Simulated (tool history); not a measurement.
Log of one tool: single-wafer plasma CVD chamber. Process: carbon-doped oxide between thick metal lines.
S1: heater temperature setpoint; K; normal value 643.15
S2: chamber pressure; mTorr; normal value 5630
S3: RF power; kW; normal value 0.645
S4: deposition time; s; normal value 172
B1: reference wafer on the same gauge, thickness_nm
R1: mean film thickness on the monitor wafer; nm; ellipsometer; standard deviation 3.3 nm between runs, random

| run | hour | S1 | S2 | S3 | S4 | B1 | R1 |
|---|---|---|---|---|---|---|---|
| 1 | 0 | 643.15 | 5630 | 0.645 | 172 | 815.455 | 860.13 |
| 2 | 41.2 | 643.15 | 5630 | 0.645 | 172 | 815.221 | 861.685 |
| 3 | 113.1 | 643.15 | 5630 | 0.645 | 199 | 815.655 | 998.407 |
| 4 | 178.5 | 643.15 | 5630 | 0.645 | 199 | 815.088 | 1006.665 |
| 5 | 246.5 | 643.15 | 5630 | 0.645 | 199 | 814.507 | 997.804 |
| 6 | 293.8 | 638.15 | 5630 | 0.645 | 172 | 814.402 | 869.309 |
| 7 | 334.3 | 643.15 | 5630 | 0.645 | 172 | 814.812 | 867.571 |
|  | 396.8 | RF generator calibrated |
|  | 403.3 | thermocouple changed; heater temperature recalibrated |
| 8 | 405.7 | 643.15 | 5630 | 0.645 | 172 | 815.946 | 864.786 |
|  | 417.3 | capacitance manometer re-zeroed and calibrated |
| 9 | 438.5 | 643.15 | 5630 | 0.645 | 172 | 813.93 | 859.313 |
|  | 449 | showerhead replaced |
| 10 | 499 | 643.15 | 5630 | 0.645 | 172 | 814.848 | 862.846 |
| 11 | 524.7 | 643.15 | 4350 | 0.645 | 172 | 815.177 | 841.195 |
|  | 561.2 | gauge calibrated |
| 12 | 565.7 | 655.15 | 5040 | 0.75 | 172 | 815.637 | 899.427 |
| 13 | 593.2 | 643.15 | 5630 | 0.645 | 172 | 815.461 | 861.997 |
| 14 | 649.5 | 643.15 | 5200 | 0.645 | 172 | 814.868 | 860.431 |
| 15 | 683.9 | 643.15 | 5140 | 0.535 | 138 | 815.574 | 620.531 |
| 16 | 727.3 | 656.15 | 6000 | 0.52 | 204 | 815.127 | 896.936 |
| 17 | 777.8 | 643.15 | 5140 | 0.535 | 138 | 815.211 | 619.926 |
| 18 | 814.5 | 629.15 | 4600 | 0.645 | 172 | 815.258 | 873.748 |
| 19 | 865.1 | 654.15 | 4900 | 0.645 | 172 | 813.733 | 828.609 |
| 20 | 917.7 | 643.15 | 5210 | 0.645 | 172 | 814.499 | 865.149 |

Each row is a separate what-if for the run after 20, all from the same tool condition, not one after another. Results?
| A | 918.1 | 643.15 | 5630 | 0.645 | 172 | ? | ? |
| B | 918.1 | 643.15 | 5630 | 0.75 | 172 | ? | ? |
| C | 918.1 | 654.15 | 5630 | 0.69 | 172 | ? | ? |

| run | B1 | R1 |
|---|---|---|
| A | 814.575 | 866.712 |
| B | 814.575 | 936.638 |
| C | 814.575 | 880.136 |
With the hidden condition removed and each run's random variation left untouched, the same runs would have given:
| run | R1 |
|---|---|
| A | 866.712 |
| B | 936.638 |
| C | 880.136 |
